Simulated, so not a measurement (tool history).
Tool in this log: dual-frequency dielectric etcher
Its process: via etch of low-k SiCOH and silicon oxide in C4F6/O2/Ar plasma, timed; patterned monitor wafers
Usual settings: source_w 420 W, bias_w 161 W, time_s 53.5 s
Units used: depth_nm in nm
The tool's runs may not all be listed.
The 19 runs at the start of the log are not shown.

| run | day | source_w | bias_w | time_s | read-back reference wafer on the same gauge, depth_nm | depth_nm |
|---|---|---|---|---|---|---|
|  | 46.642 | bias power generator calibrated, repeated, since the last time left the tool worse |
| 20 | 48.100 | 490 | 161 | 48.5 | 133.1 | 127.8 |
| 21 | 49.188 | 420 | 161 | 53.5 | 132.9 | 131.2 |
| 22 | 51.308 | 420 | 142 | 48.5 | 132.9 | 110.5 |
| 23 | 54.092 | 370 | 200 | 53.5 | 133.2 | 136.8 |
| 24 | 55.829 | 450 | 190 | 44.0 | 133.4 | 120.2 |
| 25 | 57.354 | 480 | 200 | 59.5 | 132.8 | 170.5 |
| 26 | 58.454 | 420 | 161 | 39.5 | 132.7 | 95.4 |
|  | 59.246 | gauge calibrated |
| 27 | 60.871 | 420 | 161 | 62.0 | 133.0 | 151.5 |
|  | 64.092 | wet clean of the chamber |
| 28 | 64.112 | 420 | 161 | 53.5 | 133.2 | 131.3 |
| 29 | 66.279 | 370 | 133 | 53.5 | 133.1 | 111.1 |
| 30 | 67.629 | 500 | 132 | 64.5 | 132.8 | 153.2 |

Below are 3 alternative next runs, each starting from the tool's condition after run 30. Predict each:
| A | 67.646 | 510 | 161 | 53.5 | ? | ? |
| B | 67.646 | 330 | 194 | 44.5 | ? | ? |
| C | 67.646 | 420 | 145 | 61.5 | ? | ? |

| run | read-back reference wafer on the same gauge, depth_nm | depth_nm |
|---|---|---|
| A | 132.7 | 141.5 |
| B | 132.7 | 105.1 |
| C | 132.7 | 141.2 |
With no hidden state in the tool, these same runs would have given:
| run | depth_nm |
|---|---|
| A | 142.2 |
| B | 105.7 |
| C | 141.9 |

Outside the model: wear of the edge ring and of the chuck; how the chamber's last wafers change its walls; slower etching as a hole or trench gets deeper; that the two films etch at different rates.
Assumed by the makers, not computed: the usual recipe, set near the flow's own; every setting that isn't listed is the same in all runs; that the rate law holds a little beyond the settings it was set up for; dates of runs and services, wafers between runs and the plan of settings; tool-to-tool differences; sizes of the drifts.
